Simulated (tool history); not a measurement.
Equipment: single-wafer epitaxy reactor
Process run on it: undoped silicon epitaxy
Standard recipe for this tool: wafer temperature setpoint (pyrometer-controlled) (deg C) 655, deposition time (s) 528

run    hour  wafer temperature setpoint (pyrometer-controlled) (deg C)  deposition time (s)  wafers since the last listed run  hours since the last pyrometer calibration  hours since the gauge calibration  read-back reference wafer on the same gauge, thickness_nm  mean film thickness on the monitor wafer (Å)
  1       0                                                        655                  612                                 0                                      1178.9                              235.2                                                     78.029                                       1123.65
  2    26.3                                                        655                  528                               111                                      1205.2                              261.5                                                     78.247                                         962.8
  3      52                                                        655                  528                               109                                      1230.9                              287.2                                                     78.001                                        968.92
  4    78.7                                                        655                  609                               113                                      1257.6                              313.9                                                      78.35                                       1124.96
  5   106.1                                                        655                  609                               116                                        1285                              341.3                                                     78.144                                       1115.79
  6   138.7                                                        655                  528                               138                                      1317.6                              373.9                                                     78.141                                        971.83
  7   158.1                                                        655                  528                                82                                        1337                              393.3                                                     78.284                                        974.55
  8   183.6                                                        655                  528                               108                                      1362.5                              418.8                                                     78.349                                        979.37
  9   214.1                                                        655                  528                               129                                        1393                              449.3                                                     78.265                                        975.71
 10   244.5                                                        655                  528                               129                                      1423.4                              479.7                                                     78.286                                        968.87
 11   275.4                                                        661                  503                               131                                      1454.3                              510.6                                                     78.266                                       1036.84
 12   296.7                                                        655                  528                                90                                      1475.6                              531.9                                                     78.095                                        974.66
 13   328.6                                                        655                  528                               135                                      1507.5                              563.8                                                     78.279                                        975.74
 14   341.5                                                        655                  528                                54                                      1520.4                              576.7                                                     78.189                                        982.55
 15   362.6                                                        655                  528                                89                                      1541.5                              597.8                                                     78.172                                           974
 16   389.7                                                        655                  528                               115                                      1568.6                              624.9                                                     78.147                                        973.46
 17   407.5                                                        655                  528                                75                                      1586.4                              642.7                                                     78.141                                         971.9
 18   435.3                                                        655                  528                               118                                      1614.2                              670.5                                                     78.124                                        970.78
      450.8  -- pyrometer calibrated
 19   451.3                                                        655                  552                                34                                         0.5                              686.5                                                     78.289                                       1015.16
 20   468.1                                                        655                  552                                71                                        17.3                              703.3                                                     78.234                                       1020.41
 21   483.9                                                        655                  552                                67                                        33.1                              719.1                                                     78.296                                       1013.18
 22   504.2                                                        655                  628                                86                                        53.4                              739.4                                                     78.164                                       1149.15
 23   538.6                                                        645                  528                               146                                        87.8                              773.8                                                     78.212                                        807.47
 24   564.5                                                        655                  441                               110                                       113.7                              799.7                                                     78.209                                        809.42
 25   591.9                                                        665                  528                               116                                       141.1                              827.1                                                     78.041                                       1170.92
 26   685.2                                                        655                  459                               396                                       234.4                              920.4                                                     78.278                                        839.39
 27   703.5                                                        662                  577                                77                                       252.7                              938.7                                                     78.251                                       1219.62
 28   716.4                                                        655                  581                                54                                       265.6                              951.6                                                     78.206                                       1071.79
 29     747                                                        661                  597                               130                                       296.2                              982.2                                                      78.31                                       1224.27
      759.8  -- gauge calibrated
 30   767.2                                                        655                  528                                85                                       316.4                                7.4                                                     78.077                                        967.36
 31   795.7                                                        664                  528                               121                                       344.9                               35.9                                                     78.209                                       1145.55
 32   820.4                                                        655                  528                               105                                       369.6                               60.6                                                     78.164                                        976.66
 33   842.7                                                        643                  437                                94                                       391.9                               82.9                                                     78.081                                        635.96
 34   878.6                                                        667                  469                               152                                       427.8                              118.8                                                     78.221                                       1083.59
 35   914.5                                                        651                  575                               152                                       463.7                              154.7                                                     78.234                                        982.72
 36   928.6                                                        665                  452                                59                                       477.8                              168.8                                                     78.198                                        996.78
 37     959                                                        647                  528                               129                                       508.2                              199.2                                                     78.094                                        833.31
 38   975.7                                                        647                  494                                71                                       524.9                              215.9                                                      78.31                                        778.83
 39  1011.5                                                        645                  490                               152                                       560.7                              251.7                                                     78.245                                        745.23
 40  1044.3                                                        655                  528                               139                                       593.5                              284.5                                                     78.277                                        973.76
 41  1069.6                                                        655                  528                               107                                       618.8                              309.8                                                     78.199                                        969.77
 42  1091.1                                                        667                  467                                91                                       640.3                              331.3                                                     78.225                                       1076.73

For each run, what was the tool's unlogged condition?
wafer temperature above the value expected at the setpoint (K): 0 across all the runs
gauge reads high (%): 0 across all the runs
